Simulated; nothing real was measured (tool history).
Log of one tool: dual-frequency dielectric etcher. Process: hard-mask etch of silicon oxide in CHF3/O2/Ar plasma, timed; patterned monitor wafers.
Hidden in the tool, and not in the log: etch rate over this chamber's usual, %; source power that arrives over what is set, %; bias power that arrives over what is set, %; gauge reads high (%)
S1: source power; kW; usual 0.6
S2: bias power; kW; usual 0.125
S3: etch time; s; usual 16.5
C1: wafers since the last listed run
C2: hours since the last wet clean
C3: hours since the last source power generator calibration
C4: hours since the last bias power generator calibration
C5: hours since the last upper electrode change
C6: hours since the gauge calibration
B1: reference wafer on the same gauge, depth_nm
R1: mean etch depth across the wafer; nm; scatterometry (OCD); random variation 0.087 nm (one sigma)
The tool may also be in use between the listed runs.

| run | hour | S1 | S2 | S3 | C1 | C2 | C3 | C4 | C5 | C6 | B1 | R1 |
|---|---|---|---|---|---|---|---|---|---|---|---|---|
| 1 | 0 | 0.6 | 0.149 | 16.5 | 0 | 201.5 | 3751.5 | 1451 | 4096.6 | 1225.8 | 34.3 | 31.41 |
| 2 | 59.7 | 0.6 | 0.149 | 16.5 | 755 | 261.2 | 3811.2 | 1510.7 | 4156.3 | 1285.5 | 34.36 | 31.33 |
| 3 | 108.8 | 0.71 | 0.125 | 16.5 | 621 | 310.3 | 3860.3 | 1559.8 | 4205.4 | 1334.6 | 34.35 | 32.15 |
| 4 | 132.9 | 0.6 | 0.125 | 16.5 | 304 | 334.4 | 3884.4 | 1583.9 | 4229.5 | 1358.7 | 34.37 | 29.93 |
| 5 | 200.4 | 0.6 | 0.125 | 16.5 | 854 | 401.9 | 3951.9 | 1651.4 | 4297 | 1426.2 | 34.38 | 29.98 |
|  | 229 | wet clean of the chamber |
| 6 | 263 | 0.6 | 0.125 | 16.5 | 488 | 34 | 4014.5 | 1714 | 4359.6 | 1488.8 | 34.39 | 30.04 |
| 7 | 287.9 | 0.6 | 0.125 | 16.5 | 315 | 58.9 | 4039.4 | 1738.9 | 4384.5 | 1513.7 | 34.42 | 29.89 |
| 8 | 335.6 | 0.63 | 0.125 | 16.5 | 603 | 106.6 | 4087.1 | 1786.6 | 4432.2 | 1561.4 | 34.43 | 30.74 |
| 9 | 394.2 | 0.6 | 0.125 | 16.5 | 741 | 165.2 | 4145.7 | 1845.2 | 4490.8 | 1620 | 34.44 | 29.9 |
|  | 414.8 | source power generator calibrated |
| 10 | 451.4 | 0.6 | 0.125 | 16.5 | 673 | 222.4 | 36.6 | 1902.4 | 4548 | 1677.2 | 34.47 | 30.03 |
|  | 461.7 | bias power generator calibrated |
|  | 471.3 | gauge calibrated |
| 11 | 479.2 | 0.6 | 0.125 | 16.5 | 301 | 250.2 | 64.4 | 17.5 | 4575.8 | 7.9 | 33.89 | 29.29 |
| 12 | 532 | 0.6 | 0.125 | 16.5 | 668 | 303 | 117.2 | 70.3 | 4628.6 | 60.7 | 33.88 | 29.39 |
|  | 582.6 | wet clean of the chamber |
| 13 | 583.1 | 0.6 | 0.125 | 16.5 | 342 | 0.5 | 168.3 | 121.4 | 4679.7 | 111.8 | 33.92 | 29.39 |
| 14 | 607 | 0.6 | 0.144 | 16.5 | 302 | 24.4 | 192.2 | 145.3 | 4703.6 | 135.7 | 33.91 | 30.86 |
| 15 | 646.1 | 0.64 | 0.125 | 19.5 | 494 | 63.5 | 231.3 | 184.4 | 4742.7 | 174.8 | 33.95 | 35.8 |
| 16 | 739.1 | 0.6 | 0.125 | 16.5 | 1176 | 156.5 | 324.3 | 277.4 | 4835.7 | 267.8 | 33.98 | 29.46 |
| 17 | 799 | 0.51 | 0.125 | 15 | 757 | 216.4 | 384.2 | 337.3 | 4895.6 | 327.7 | 34.05 | 25.05 |
|  | 827.6 | upper electrode replaced |
| 18 | 828.1 | 0.48 | 0.125 | 16.5 | 64 | 245.5 | 413.3 | 366.4 | 0.5 | 356.8 | 34.03 | 26.85 |
| 19 | 857.4 | 0.6 | 0.155 | 15 | 370 | 274.8 | 442.6 | 395.7 | 29.8 | 386.1 | 34.04 | 28.88 |
| 20 | 923.2 | 0.48 | 0.137 | 13.5 | 832 | 340.6 | 508.4 | 461.5 | 95.6 | 451.9 | 34.06 | 22.48 |
|  | 970 | wet clean of the chamber |
| 21 | 970.5 | 0.6 | 0.125 | 16.5 | 294 | 0.5 | 555.7 | 508.8 | 142.9 | 499.2 | 34.06 | 29.71 |
| 22 | 991.2 | 0.7 | 0.153 | 14.5 | 261 | 21.2 | 576.4 | 529.5 | 163.6 | 519.9 | 34.09 | 29.65 |
| 23 | 1040.7 | 0.72 | 0.105 | 15 | 626 | 70.7 | 625.9 | 579 | 213.1 | 569.4 | 34.08 | 27.58 |
| 24 | 1087.3 | 0.55 | 0.15 | 13.5 | 589 | 117.3 | 672.5 | 625.6 | 259.7 | 616 | 34.1 | 24.63 |
| 25 | 1144.2 | 0.72 | 0.125 | 13 | 719 | 174.2 | 729.4 | 682.5 | 316.6 | 672.9 | 34.08 | 25.38 |
| 26 | 1170.6 | 0.54 | 0.152 | 19 | 334 | 200.6 | 755.8 | 708.9 | 343 | 699.3 | 34.12 | 34.7 |
| 27 | 1207.9 | 0.71 | 0.147 | 11.5 | 471 | 237.9 | 793.1 | 746.2 | 380.3 | 736.6 | 34.18 | 23.44 |
| 28 | 1279.6 | 0.54 | 0.146 | 18 | 907 | 309.6 | 864.8 | 817.9 | 452 | 808.3 | 34.18 | 32.51 |
| 29 | 1337.9 | 0.5 | 0.138 | 13 | 737 | 367.9 | 923.1 | 876.2 | 510.3 | 866.6 | 34.18 | 22.43 |
|  | 1390.6 | wet clean of the chamber |
| 30 | 1391.1 | 0.55 | 0.15 | 13.5 | 369 | 0.5 | 976.3 | 929.4 | 563.5 | 919.8 | 34.23 | 24.84 |

How the hidden state differs across the entries between the runs, from the last listed run before each to the first after it:
Between runs 5 and 6: wet clean of the chamber (hour 229)
  gauge reads high (%): 1.45 -> 1.51
  measured less the result without the state, R1: +0.43 -> +0.45 nm
Between runs 9 and 10: source power generator calibrated (hour 414.8)
  gauge reads high (%): 1.65 -> 1.71
  measured less the result without the state, R1: +0.49 -> +0.51 nm
Between runs 10 and 11: bias power generator calibrated (hour 461.7); gauge calibrated (hour 471.3)
  gauge reads high (%): 1.71 -> -0.0404
  measured less the result without the state, R1: +0.51 -> -0.01 nm
Between runs 12 and 13: wet clean of the chamber (hour 582.6)
  gauge reads high (%): 0.0151 -> 0.0687
  measured less the result without the state, R1: +0 -> +0.02 nm
Between runs 17 and 18: upper electrode replaced (hour 827.6)
  gauge reads high (%): 0.295 -> 0.326
  measured less the result without the state, R1: +0.07 -> +0.09 nm
Between runs 20 and 21: wet clean of the chamber (hour 970)
  gauge reads high (%): 0.426 -> 0.476
  measured less the result without the state, R1: +0.1 -> +0.14 nm
Between runs 29 and 30: wet clean of the chamber (hour 1390.6)
  gauge reads high (%): 0.861 -> 0.917
  measured less the result without the state, R1: +0.19 -> +0.23 nm
